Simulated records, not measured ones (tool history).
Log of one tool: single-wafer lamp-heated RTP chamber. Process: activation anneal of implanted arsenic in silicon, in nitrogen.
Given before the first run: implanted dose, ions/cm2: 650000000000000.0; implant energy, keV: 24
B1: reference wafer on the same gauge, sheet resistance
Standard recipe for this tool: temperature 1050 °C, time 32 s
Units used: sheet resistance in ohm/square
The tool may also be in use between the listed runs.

{"run": 1, "hour": 0.0, "temperature": 1050, "time": 32, "B1": 149.99, "sheet resistance": 169.16}
{"hour": 56.2, "done": "pyrometer window cleaned and pyrometer calibrated"}
{"run": 2, "hour": 62.2, "temperature": 1059, "time": 32, "B1": 150.07, "sheet resistance": 166.56}
{"run": 3, "hour": 97.1, "temperature": 1059, "time": 32, "B1": 149.98, "sheet resistance": 166.94}
{"hour": 104.2, "done": "gauge calibrated"}
{"run": 4, "hour": 129.2, "temperature": 1050, "time": 32, "B1": 150.01, "sheet resistance": 168.35}
{"run": 5, "hour": 150.5, "temperature": 1050, "time": 32, "B1": 150.02, "sheet resistance": 168.81}
{"run": 6, "hour": 166.5, "temperature": 1050, "time": 32, "B1": 149.97, "sheet resistance": 169.09}
{"run": 7, "hour": 190.1, "temperature": 1050, "time": 32, "B1": 150.07, "sheet resistance": 168.84}
{"run": 8, "hour": 209.3, "temperature": 1050, "time": 32, "B1": 149.97, "sheet resistance": 168.52}
{"run": 9, "hour": 223.4, "temperature": 1050, "time": 32, "B1": 150.08, "sheet resistance": 168.7}
{"run": 10, "hour": 251.2, "temperature": 1043, "time": 40, "B1": 150.0, "sheet resistance": 168.0}
{"run": 11, "hour": 277.7, "temperature": 1043, "time": 40, "B1": 149.91, "sheet resistance": 168.59}
{"hour": 313.9, "done": "reflector plate cleaned"}
{"run": 12, "hour": 314.4, "temperature": 1050, "time": 32, "B1": 149.98, "sheet resistance": 168.63}
{"run": 13, "hour": 328.1, "temperature": 1050, "time": 32, "B1": 149.94, "sheet resistance": 168.65}
{"run": 14, "hour": 346.6, "temperature": 1050, "time": 32, "B1": 150.03, "sheet resistance": 168.27}
{"run": 15, "hour": 364.4, "temperature": 1050, "time": 32, "B1": 150.02, "sheet resistance": 169.18}
{"run": 16, "hour": 392.1, "temperature": 1062, "time": 27, "B1": 150.01, "sheet resistance": 167.31}
{"hour": 403.8, "done": "pyrometer window cleaned and pyrometer calibrated"}
{"run": 17, "hour": 425.3, "temperature": 1062, "time": 27, "B1": 149.94, "sheet resistance": 168.06}
{"run": 18, "hour": 443.9, "temperature": 1062, "time": 27, "B1": 149.95, "sheet resistance": 168.04}
{"run": 19, "hour": 456.8, "temperature": 1033, "time": 25, "B1": 149.99, "sheet resistance": 173.62}
{"run": 20, "hour": 475.0, "temperature": 1050, "time": 45, "B1": 150.01, "sheet resistance": 165.78}
{"run": 21, "hour": 491.0, "temperature": 1027, "time": 49, "B1": 150.04, "sheet resistance": 169.79}
{"run": 22, "hour": 505.0, "temperature": 1050, "time": 32, "B1": 150.04, "sheet resistance": 168.31}
{"run": 23, "hour": 524.8, "temperature": 1073, "time": 25, "B1": 149.99, "sheet resistance": 166.25}
{"hour": 529.8, "done": "gauge calibrated"}
{"run": 24, "hour": 543.3, "temperature": 1050, "time": 32, "B1": 150.03, "sheet resistance": 169.0}
{"run": 25, "hour": 568.2, "temperature": 1024, "time": 32, "B1": 149.92, "sheet resistance": 173.11}
{"run": 26, "hour": 581.8, "temperature": 1036, "time": 25, "B1": 150.05, "sheet resistance": 173.32}
{"run": 27, "hour": 664.6, "temperature": 1050, "time": 47, "B1": 150.04, "sheet resistance": 165.54}
{"run": 28, "hour": 678.8, "temperature": 1050, "time": 32, "B1": 150.03, "sheet resistance": 168.5}
{"run": 29, "hour": 704.7, "temperature": 1036, "time": 48, "B1": 149.98, "sheet resistance": 167.82}
{"run": 30, "hour": 725.9, "temperature": 1072, "time": 26, "B1": 149.99, "sheet resistance": 166.38}
{"run": 31, "hour": 752.6, "temperature": 1024, "time": 49, "B1": 149.94, "sheet resistance": 170.1}
{"hour": 773.0, "done": "pyrometer window cleaned and pyrometer calibrated"}
{"run": 32, "hour": 778.7, "temperature": 1032, "time": 32, "B1": 149.98, "sheet resistance": 172.15}
{"run": 33, "hour": 798.4, "temperature": 1022, "time": 32, "B1": 149.93, "sheet resistance": 173.14}
{"run": 34, "hour": 812.4, "temperature": 1073, "time": 48, "B1": 149.97, "sheet resistance": 161.14}
{"run": 35, "hour": 824.7, "temperature": 1032, "time": 20, "B1": 149.95, "sheet resistance": 175.87}
{"run": 36, "hour": 853.1, "temperature": 1041, "time": 26, "B1": 149.95, "sheet resistance": 171.12}

Forecast each of these 3 alternatives for the next run:
{"run": "A", "hour": 853.5, "temperature": 1050, "time": 32, "B1": "?", "sheet resistance": "?"}
{"run": "B", "hour": 853.5, "temperature": 1035, "time": 32, "B1": "?", "sheet resistance": "?"}
{"run": "C", "hour": 853.5, "temperature": 1033, "time": 46, "B1": "?", "sheet resistance": "?"}

run=A B1=150.01 sheet_resistance=168.35
run=B B1=150.01 sheet_resistance=170.93
run=C B1=150.01 sheet_resistance=168.52
What these runs would have given with no unlogged condition in the tool:
run=A sheet_resistance=168.35
run=B sheet_resistance=170.93
run=C sheet_resistance=168.52
